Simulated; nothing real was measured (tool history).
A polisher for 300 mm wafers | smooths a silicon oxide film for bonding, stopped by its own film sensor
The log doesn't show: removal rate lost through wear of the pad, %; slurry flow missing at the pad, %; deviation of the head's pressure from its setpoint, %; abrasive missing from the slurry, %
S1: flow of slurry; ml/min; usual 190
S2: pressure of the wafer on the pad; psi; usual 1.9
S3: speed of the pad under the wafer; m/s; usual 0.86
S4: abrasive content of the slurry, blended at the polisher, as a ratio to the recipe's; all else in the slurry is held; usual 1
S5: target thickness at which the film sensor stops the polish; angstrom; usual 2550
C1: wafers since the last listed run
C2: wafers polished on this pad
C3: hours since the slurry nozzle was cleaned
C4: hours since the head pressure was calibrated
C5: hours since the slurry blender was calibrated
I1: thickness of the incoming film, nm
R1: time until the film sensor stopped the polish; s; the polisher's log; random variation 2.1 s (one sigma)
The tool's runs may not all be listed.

run	day	S1	S2	S3	S4	S5	C1	C2	C3	C4	C5	I1	R1
1	0	190	1.9	0.86	1	2550	0	1550	229.5	813.6	108.3	324.5	137.7
2	2.321	190	1.9	0.86	1	2420	571	2121	285.2	869.3	164	318.9	160.2
3	4.296	190	1.9	0.86	1	2420	485	2607	332.6	916.7	211.4	318.8	163.3
# day 4.9: worn pad replaced by a new one
# day 4.962: slurry nozzle cleaned
# day 6.35: slurry blender recalibrated
4	6.629	190	1.9	0.86	1	2420	502	395	40	972.7	6.7	312.8	140.8
5	9.354	190	1.9	0.86	1	2550	670	1065	105.4	1038.1	72.1	320.1	129.1
6	12.788	190	1.9	0.86	1	2550	844	1910	187.8	1120.5	154.5	313.4	117.5
7	16.796	190	1.9	0.86	1	2550	986	2896	284	1216.7	250.7	323.5	146.2
# day 17.321: worn pad replaced by a new one
# day 18.292: slurry blender recalibrated
8	18.55	190	1.9	0.86	1	2550	370	282	326.1	1258.8	6.2	320.9	132.5
# day 19.225: slurry nozzle cleaned
# day 20.129: head pressure recalibrated
9	20.15	190	1.9	0.86	1	2450	362	645	22.2	0.5	44.6	315.7	138.8
10	24.092	190	1.9	0.86	1	2450	969	1614	116.8	95.1	139.2	320.2	153
11	28.588	190	2.3	0.86	0.8	2550	1106	2721	224.7	203	247.1	320.9	133.9
# day 28.779: slurry blender recalibrated
# day 30.333: worn pad replaced by a new one
12	30.721	255	1.9	0.86	1	2550	463	95	275.9	254.2	46.6	323.7	132.8
# day 32.104: slurry nozzle cleaned
13	34.983	170	1.9	0.86	1	2470	1038	1133	69.1	356.5	148.9	318.7	146.2
14	37.004	190	1.9	1.14	1	2550	497	1631	117.6	405	197.4	321.9	118.6
# day 39.346: slurry blender recalibrated
15	41.2	190	1.9	0.86	1	2550	1011	2642	218.3	505.7	44.5	324.5	139.5
# day 41.904: worn pad replaced by a new one
16	42.912	140	2.2	0.86	1	2640	380	247	259.4	546.8	85.6	320.7	101.3
# day 44.675: slurry nozzle cleaned
17	47.021	190	1.9	0.86	1	2550	1000	1248	56.3	645.4	184.2	314.1	121.8
18	50.229	190	1.9	0.86	1	2550	789	2038	133.3	722.4	261.2	322.4	146.3
# day 52.221: worn pad replaced by a new one
# day 52.379: slurry blender recalibrated
19	54.171	190	1.9	1.06	0.8	2650	908	459	227.9	817	43	319.2	105.7
20	56.871	145	1.9	0.86	1	2550	664	1124	292.7	881.8	107.8	318.5	131.3

Forecast each of these 3 alternatives for the next run:
A	56.888	190	1.9	1.08	1	2550	4	1128	293.1	882.2	108.2	323.6	?
B	56.888	190	1.9	0.86	1	2350	4	1128	293.1	882.2	108.2	323.6	?
C	56.888	190	1.9	0.86	1.15	2550	4	1128	293.1	882.2	108.2	323.6	?

run	R1
A	117
B	175
C	126.5
Without the tool's hidden state the same runs would have given:
run	R1
A	114.2
B	170.8
C	123.7
